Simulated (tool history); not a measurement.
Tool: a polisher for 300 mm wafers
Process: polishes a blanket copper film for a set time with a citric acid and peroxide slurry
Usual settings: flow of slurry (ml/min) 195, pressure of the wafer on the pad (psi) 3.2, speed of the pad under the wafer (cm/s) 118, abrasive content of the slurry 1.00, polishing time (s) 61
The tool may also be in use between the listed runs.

run   hour  flow of slurry (ml/min)  pressure of the wafer on the pad (psi)  speed of the pad under the wafer (cm/s)  abrasive content of the slurry  polishing time (s)  incoming thickness of the incoming film, nm  film removed (Å)
  1    0.0                      195                                     3.2                                      118                            1.00                  61                                        746.3              1856
  2   40.1                      195                                     3.2                                      118                            1.00                  61                                        754.3              1822
  3   54.7                      195                                     3.2                                      118                            1.00                  61                                        752.9              1809
  4   64.3                      195                                     3.2                                      118                            1.00                  61                                        755.3              1796
  5   73.7                      195                                     3.2                                      118                            1.00                  61                                        750.9              1797
  6   82.7                      195                                     2.6                                      118                            1.00                  61                                        747.9              1496
      87.4  -- head pressure recalibrated
  7   91.4                      195                                     3.2                                      118                            0.90                  46                                        748.2              1309
  8   99.7                      195                                     3.2                                      118                            1.00                  61                                        756.5              1743
  9  111.4                      195                                     3.2                                      118                            1.00                  61                                        751.3              1755
 10  120.8                      195                                     3.2                                      118                            1.10                  61                                        759.9              1775
 11  131.9                      195                                     3.2                                      118                            1.10                  61                                        750.6              1746
     137.4  -- worn pad replaced by a new one
 12  149.3                      220                                     3.2                                      118                            1.00                  61                                        762.9              1756
     153.1  -- slurry nozzle cleaned
 13  160.4                      195                                     3.9                                      118                            1.15                  68                                        749.0              2698
     168.1  -- slurry blender recalibrated
 14  171.1                      195                                     3.2                                      118                            1.00                  61                                        739.8              2009
 15  182.9                      195                                     3.2                                      118                            1.00                  61                                        762.5              1998
 16  189.4                      195                                     3.2                                      118                            1.00                  61                                        742.7              2001
 17  199.9                      260                                     3.2                                      142                            0.70                  61                                        760.9              2219
 18  215.2                      250                                     3.8                                      154                            1.10                  61                                        744.9              2979
 19  225.5                      140                                     3.2                                      134                            1.10                  53                                        758.0              1833
 20  235.5                      215                                     2.8                                      118                            1.00                  68                                        750.3              2001
 21  243.7                      195                                     3.2                                      118                            1.00                  61                                        751.5              1992
 22  256.8                      195                                     2.3                                      118                            1.00                  61                                        754.7              1513
 23  271.7                      195                                     2.5                                      104                            1.00                  61                                        754.7              1495
 24  279.3                      130                                     4.0                                      134                            1.00                  61                                        755.3              2443

Branching from run 24: 3 alternative next runs. What would each branch give?
  A  279.7                      195                                     3.2                                       80                            1.00                  61                                        757.6                 ?
  B  279.7                      195                                     3.2                                       76                            0.85                  61                                        757.6                 ?
  C  279.7                      195                                     2.4                                      148                            1.00                  81                                        757.6                 ?

run  film removed (Å)
  A              1514
  B              1420
  C              2466
With no hidden state in the tool, these same runs would have given:
run  film removed (Å)
  A              1520
  B              1426
  C              2476
